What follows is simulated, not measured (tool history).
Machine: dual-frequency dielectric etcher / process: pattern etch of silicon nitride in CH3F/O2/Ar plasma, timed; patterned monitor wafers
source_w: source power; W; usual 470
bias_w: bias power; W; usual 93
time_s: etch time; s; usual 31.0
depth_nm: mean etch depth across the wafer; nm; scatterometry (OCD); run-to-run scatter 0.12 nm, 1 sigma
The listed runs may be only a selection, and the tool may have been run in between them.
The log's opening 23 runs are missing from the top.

run	day	source_w	bias_w	time_s	wafers since the last listed run	hours since the last wet clean	hours since the last source power generator calibration	hours since the last bias power generator calibration	hours since the last upper electrode change	hours since the gauge calibration	read-back reference wafer on the same gauge, depth_nm	depth_nm
24	52.083	470	93	31.0	71	4.9	272.1	54.9	623.8	217.3	30.17	26.01
25	54.883	470	93	37.0	1086	72.1	339.3	122.1	691.0	284.5	30.23	31.08
26	56.062	470	93	31.0	457	100.4	367.6	150.4	719.3	312.8	30.20	26.09
27	58.650	470	93	22.0	1004	162.5	429.7	212.5	781.4	374.9	30.20	18.80
28	60.379	470	93	31.0	671	204.0	471.2	254.0	822.9	416.4	30.14	26.10
29	62.488	470	93	31.0	818	254.6	521.8	304.6	873.5	467.0	30.21	26.31
30	63.725	360	93	31.0	480	284.3	551.5	334.3	903.2	496.7	30.19	23.96
31	64.854	470	93	31.0	438	311.4	578.6	361.4	930.3	523.8	30.17	26.56

Each row is a separate what-if for the run after 31, all from the same tool condition, not one after another. Results?
A	64.871	570	93	31.0	6	311.8	579.0	361.8	930.7	524.2	?	?
B	64.871	470	78	31.0	6	311.8	579.0	361.8	930.7	524.2	?	?
C	64.871	420	75	27.0	6	311.8	579.0	361.8	930.7	524.2	?	?

run	read-back reference wafer on the same gauge, depth_nm	depth_nm
A	30.20	28.57
B	30.20	25.26
C	30.20	20.84
Without the tool's hidden state the same runs would have given:
run	depth_nm
A	27.66
B	24.46
C	20.17

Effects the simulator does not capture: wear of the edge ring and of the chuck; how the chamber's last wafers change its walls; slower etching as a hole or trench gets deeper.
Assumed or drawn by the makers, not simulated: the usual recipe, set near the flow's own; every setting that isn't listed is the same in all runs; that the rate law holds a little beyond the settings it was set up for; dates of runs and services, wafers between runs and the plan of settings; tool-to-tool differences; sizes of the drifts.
